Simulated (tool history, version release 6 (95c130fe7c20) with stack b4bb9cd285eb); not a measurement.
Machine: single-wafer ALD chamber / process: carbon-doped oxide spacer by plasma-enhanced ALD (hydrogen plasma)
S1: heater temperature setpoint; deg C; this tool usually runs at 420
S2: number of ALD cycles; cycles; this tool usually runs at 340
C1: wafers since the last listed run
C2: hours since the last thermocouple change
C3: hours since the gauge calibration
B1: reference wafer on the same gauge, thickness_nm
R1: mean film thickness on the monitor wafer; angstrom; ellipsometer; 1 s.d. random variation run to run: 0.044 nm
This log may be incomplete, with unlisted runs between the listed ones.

| run | hour | S1 | S2 | C1 | C2 | C3 | B1 | R1 |
|---|---|---|---|---|---|---|---|---|
| 1 | 0 | 414 | 340 | 0 | 1286.2 | 153.1 | 16.697 | 179.4 |
| 2 | 10.2 | 420 | 340 | 8 | 1296.4 | 163.3 | 16.696 | 176.45 |
| 3 | 23.7 | 420 | 340 | 11 | 1309.9 | 176.8 | 16.7 | 175.97 |
| 4 | 37.7 | 420 | 340 | 11 | 1323.9 | 190.8 | 16.71 | 176.02 |
| 5 | 53.6 | 420 | 340 | 13 | 1339.8 | 206.7 | 16.722 | 176.23 |
| 6 | 64.5 | 420 | 340 | 8 | 1350.7 | 217.6 | 16.729 | 176.2 |
| 7 | 73.2 | 420 | 359 | 7 | 1359.4 | 226.3 | 16.726 | 186.47 |
| 8 | 83.3 | 420 | 359 | 8 | 1369.5 | 236.4 | 16.726 | 185.58 |
| 9 | 100.1 | 420 | 359 | 13 | 1386.3 | 253.2 | 16.74 | 186.51 |
| 10 | 106.2 | 420 | 340 | 5 | 1392.4 | 259.3 | 16.727 | 177.02 |
| 11 | 112.6 | 420 | 340 | 5 | 1398.8 | 265.7 | 16.741 | 177 |
| 12 | 127.9 | 420 | 340 | 12 | 1414.1 | 281 | 16.739 | 176.13 |
| 13 | 145.6 | 420 | 340 | 14 | 1431.8 | 298.7 | 16.746 | 175.93 |
|  | 162.3 | thermocouple changed; heater temperature recalibrated |
| 14 | 183 | 420 | 340 | 24 | 20.7 | 336.1 | 16.741 | 176.53 |
| 15 | 199.6 | 420 | 340 | 13 | 37.3 | 352.7 | 16.747 | 177.39 |
| 16 | 211.6 | 412 | 340 | 9 | 49.3 | 364.7 | 16.754 | 180.99 |
| 17 | 219.1 | 420 | 340 | 6 | 56.8 | 372.2 | 16.76 | 177.26 |
| 18 | 225.4 | 420 | 340 | 5 | 63.1 | 378.5 | 16.754 | 177.53 |
| 19 | 232.5 | 420 | 340 | 5 | 70.2 | 385.6 | 16.761 | 176.35 |
| 20 | 248.1 | 420 | 340 | 12 | 85.8 | 401.2 | 16.753 | 176.19 |
|  | 253.4 | gauge calibrated |
| 21 | 260.6 | 420 | 340 | 10 | 98.3 | 7.2 | 16.513 | 174.29 |
| 22 | 272.4 | 410 | 325 | 9 | 110.1 | 19 | 16.537 | 171.51 |
| 23 | 280.5 | 435 | 376 | 6 | 118.2 | 27.1 | 16.545 | 186.13 |
| 24 | 293.8 | 420 | 340 | 10 | 131.5 | 40.4 | 16.556 | 175.13 |
| 25 | 331.1 | 407 | 387 | 30 | 168.8 | 77.7 | 16.614 | 206.52 |
| 26 | 338.3 | 414 | 340 | 5 | 176 | 84.9 | 16.628 | 178.02 |
| 27 | 348.7 | 420 | 277 | 8 | 186.4 | 95.3 | 16.639 | 142.91 |
| 28 | 359.6 | 433 | 305 | 8 | 197.3 | 106.2 | 16.642 | 151.52 |
| 29 | 366.6 | 420 | 340 | 5 | 204.3 | 113.2 | 16.655 | 175.98 |
| 30 | 380.2 | 429 | 393 | 11 | 217.9 | 126.8 | 16.662 | 198.55 |
| 31 | 390.6 | 434 | 278 | 8 | 228.3 | 137.2 | 16.673 | 138.89 |
| 32 | 405.3 | 420 | 340 | 12 | 243 | 151.9 | 16.672 | 176.11 |
| 33 | 411.8 | 429 | 308 | 5 | 249.5 | 158.4 | 16.684 | 155.55 |
| 34 | 427.5 | 410 | 407 | 12 | 265.2 | 174.1 | 16.686 | 216.76 |
| 35 | 444.1 | 424 | 371 | 13 | 281.8 | 190.7 | 16.697 | 190.19 |
| 36 | 455.9 | 420 | 340 | 9 | 293.6 | 202.5 | 16.709 | 175.81 |
| 37 | 464.2 | 424 | 385 | 6 | 301.9 | 210.8 | 16.703 | 196.77 |
| 38 | 470.8 | 430 | 385 | 5 | 308.5 | 217.4 | 16.72 | 193.92 |

Estimate the outcome of run 39 from the log above:
| 39 | 481.5 | 425 | 340 | 8 | 319.2 | 228.1 | ? | ? |

{"run 39": {"B1": 16.707, "R1": 173.72}}
Minus the tool's unlogged condition, the same run would have read R1 171.51 angstrom.
